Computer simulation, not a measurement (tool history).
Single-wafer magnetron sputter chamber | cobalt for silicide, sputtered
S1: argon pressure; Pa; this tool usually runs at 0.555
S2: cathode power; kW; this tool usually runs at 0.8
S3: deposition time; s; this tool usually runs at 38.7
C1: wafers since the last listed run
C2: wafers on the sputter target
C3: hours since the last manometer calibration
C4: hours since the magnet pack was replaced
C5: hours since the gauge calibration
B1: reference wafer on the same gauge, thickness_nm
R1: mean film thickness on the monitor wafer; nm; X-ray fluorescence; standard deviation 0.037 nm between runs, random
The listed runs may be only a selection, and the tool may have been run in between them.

run,hour,S1,S2,S3,C1,C2,C3,C4,C5,B1,R1
1,0,0.555,0.8,38.7,0,3693,2333.9,6665.3,108.1,15.586,15.285
2,12.7,0.555,0.8,38.7,248,3941,2346.6,6678,120.8,15.575,15.255
3,36.1,0.555,0.8,38.7,457,4399,2370,6701.4,144.2,15.603,15.142
# hour 49.8: sputter target and shields replaced
4,52,0.555,0.8,38.7,154,43,2385.9,6717.3,160.1,15.602,15.682
5,84.7,0.555,0.8,38.7,639,683,2418.6,6750,192.8,15.615,15.442
6,104.8,0.555,0.8,38.7,393,1076,2438.7,6770.1,212.9,15.602,15.362
7,136.5,0.555,0.8,38.7,619,1696,2470.4,6801.8,244.6,15.615,15.301
8,163.6,0.555,0.8,38.7,530,2226,2497.5,6828.9,271.7,15.585,15.295
9,180.1,0.697,0.8,38.7,322,2549,2514,6845.4,288.2,15.611,14.348
10,215.1,0.697,0.8,38.7,684,3233,2549,6880.4,323.2,15.595,14.436
# hour 233.9: gauge calibrated
11,242.6,0.697,0.8,38.7,537,3771,2576.5,6907.9,8.7,15.604,14.365
12,256.9,0.555,0.8,38.7,279,4051,2590.8,6922.2,23,15.589,15.195
13,272.2,0.611,0.6,40.7,299,4350,2606.1,6937.5,38.3,15.619,11.671
# hour 297.2: sputter target and shields replaced
14,305.7,0.765,0.6,45.7,498,165,2639.6,6971,71.8,15.604,12.706
15,338,0.555,0.8,38.7,631,797,2671.9,7003.3,104.1,15.606,15.442
16,359.7,0.408,1,36,424,1221,2693.6,7025,125.8,15.603,19.02
# hour 381.8: magnet pack replaced
17,395.2,0.555,0.8,38.7,537,1759,2729.1,13.4,161.3,15.602,15.313
18,413,0.763,0.65,38.7,348,2107,2746.9,31.2,179.1,15.607,11.495
# hour 427.1: capacitance manometer re-zeroed and calibrated
19,443.9,0.555,0.8,38.7,447,2555,16.8,62.1,210,15.623,15.26
20,478.2,0.432,0.65,32.3,670,3226,51.1,96.4,244.3,15.596,10.807
21,496.7,0.555,0.8,33,361,3588,69.6,114.9,262.8,15.592,13.029
# hour 523.7: sputter target and shields replaced
22,524.2,0.555,0.9,38.7,381,10,97.1,142.4,290.3,15.605,17.631
23,550.4,0.763,0.65,38.7,512,522,123.3,168.6,316.5,15.608,11.636
24,578.2,0.387,0.85,31.3,543,1066,151.1,196.4,344.3,15.584,14.198
# hour 579.4: gauge calibrated
25,595.2,0.363,0.75,46.1,332,1399,168.1,213.4,15.8,15.592,18.616

What the log doesn't show, run by run:
true argon pressure above the setpoint (%): 0 in every run
gauge reads high (%): 0 in every run
H1: deposition rate above that of a new target (%)
run,H1
1,-2.89
2,-2.93
3,-3
4,-0.138
5,-1.18
6,-1.64
7,-2.16
8,-2.46
9,-2.6
10,-2.82
11,-2.93
12,-2.98
13,-3.02
14,-0.497
15,-1.45
16,-1.9
17,-2.42
18,-2.61
19,-2.84
20,-3.01
21,-3.08
22,-0.0267
23,-0.913
24,-1.58
25,-1.89
